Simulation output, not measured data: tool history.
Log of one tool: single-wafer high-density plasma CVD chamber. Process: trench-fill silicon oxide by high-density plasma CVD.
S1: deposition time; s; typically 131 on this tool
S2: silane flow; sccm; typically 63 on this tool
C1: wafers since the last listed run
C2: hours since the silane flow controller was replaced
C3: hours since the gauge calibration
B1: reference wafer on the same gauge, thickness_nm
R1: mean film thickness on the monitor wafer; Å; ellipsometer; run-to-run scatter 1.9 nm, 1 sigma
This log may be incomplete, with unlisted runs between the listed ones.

run	day	S1	S2	C1	C2	C3	B1	R1
1	0	131	63	0	3976.8	295.1	913.997	8158.11
2	1.65	122	63	327	4016.4	334.7	914.933	7574.92
3	4.171	122	63	500	4076.9	395.2	914.066	7571.26
4	6.95	131	63	552	4143.6	461.9	913.515	8144.23
5	8.175	131	63	243	4173	491.3	913.893	8129.34
6	11.012	131	63	563	4241.1	559.4	913.516	8177.36
7	13.479	131	58	489	4300.3	618.6	913.573	7466.58
8	16.292	131	58	558	4367.8	686.1	913.698	7525.05
9	18.508	131	55	440	4421	739.3	913.128	7116.54
10	20.021	142	63	300	4457.3	775.6	914.097	8836.21
11	21.079	142	63	210	4482.7	801	914.432	8838.97
# day 22.038: gauge calibrated
12	22.375	131	63	257	4513.8	8.1	914.622	8145.28
13	24.392	131	63	400	4562.2	56.5	914.19	8170.59
14	27.346	131	63	586	4633.1	127.4	914.68	8140.88
15	28.833	131	51	295	4668.8	163.1	914.41	6566.2
16	30.296	131	74	290	4703.9	198.2	913.367	9568.41
# day 31.771: silane flow controller replaced
17	32.933	157	75	457	27.9	261.5	914.782	10910.41
18	34.638	109	51	338	68.8	302.4	913.962	5187.87
19	37.142	131	63	497	128.9	362.5	913.59	7689.77
20	39.1	116	63	389	175.9	409.5	914.357	6809.2
21	42.354	144	67	646	254	487.6	914.562	9012.98
22	43.688	116	55	264	286	519.6	914.814	5984.54

For some of the steps in R1 from one run to the next: how much would appear even if the tool had no hidden state, given the settings, what came in and random variation, and how much remains for the hidden state plus any gauge scatter that the measured result and the result without hidden state don't share?
The hidden state here: delivered silane flow above the setpoint (%); gauge reads high (%).
Run 15 -> 16: S2 51 -> 74. R1 +3002.21 Å: hidden state +177.87, all else +2824.34.
Run 16 -> 17: S1 131 -> 157, S2 74 -> 75, silane flow controller replaced. R1 +1342 Å: hidden state -580.18, all else +1922.18.
Run 17 -> 18: S1 157 -> 109, S2 75 -> 51. R1 -5722.54 Å: hidden state +15.69, all else -5738.23.
Run 21 -> 22: S1 144 -> 116, S2 67 -> 55. R1 -3028.44 Å: hidden state -13.92, all else -3014.52.
